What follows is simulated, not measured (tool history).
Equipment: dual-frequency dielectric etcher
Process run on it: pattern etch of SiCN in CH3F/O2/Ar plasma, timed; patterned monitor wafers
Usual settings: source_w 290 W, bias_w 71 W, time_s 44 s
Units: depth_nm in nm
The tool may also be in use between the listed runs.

run   hour  source_w  bias_w  time_s  read-back reference wafer on the same gauge, depth_nm  depth_nm
  1      0       290      71      44                                                  17.39     15.58
  2   33.2       290      71      44                                                   17.4     15.56
  3   51.8       290      71    36.5                                                   17.4     12.95
  4   81.1       290      71    36.5                                                   17.4     12.98
  5  101.6       290      71    54.5                                                  17.39     19.31
  6  115.9       290      71    54.5                                                   17.4      19.5
  7  148.3       290      71      44                                                  17.39     15.72
  8  168.6       290      71      44                                                  17.41     15.72
  9  199.7       290      71      44                                                  17.39      15.8
     231.2  -- wet clean of the chamber
 10  231.7       290      71      44                                                  17.38     15.24
 11  256.1       290      71      44                                                  17.41      15.3
       275  -- gauge calibrated
 12  286.9       290      71      44                                                   17.4     15.33
 13  309.5       240      71    39.5                                                  17.39     12.77
 14  339.5       290      55      44                                                  17.41     14.18
 15  356.9       290      83      52                                                  17.39     19.17
 16    375       290      71    47.5                                                   17.4     16.55
     414.5  -- bias power generator calibrated
     425.7  -- upper electrode replaced
 17  426.2       290      71      44                                                  17.41     15.47
 18  437.4       260      71      44                                                   17.4     14.93
 19  471.6       290      71      44                                                   17.4     15.64
     484.6  -- source power generator calibrated
 20    506       320      71      49                                                  17.42     17.95
 21  540.2       290      81      44                                                  17.39     16.27
 22  572.7       290      71      44                                                  17.42     15.59
 23  585.1       290      71      44                                                   17.4     15.64
 24  608.1       360      80      52                                                  17.39     20.91

Predict each of these 3 candidate next runs independently; none follows another, all start after run 24:
  A  608.5       290      71      44                                                      ?         ?
  B  608.5       260      87      53                                                      ?         ?
  C  608.5       310      88      37                                                      ?         ?

run  read-back reference wafer on the same gauge, depth_nm  depth_nm
  A                                                   17.4     15.59
  B                                                   17.4     19.34
  C                                                   17.4     14.48
The same runs, with their run-to-run variation unchanged, on a tool lacking any hidden condition would have given:
run  depth_nm
  A     15.17
  B     18.82
  C     14.09
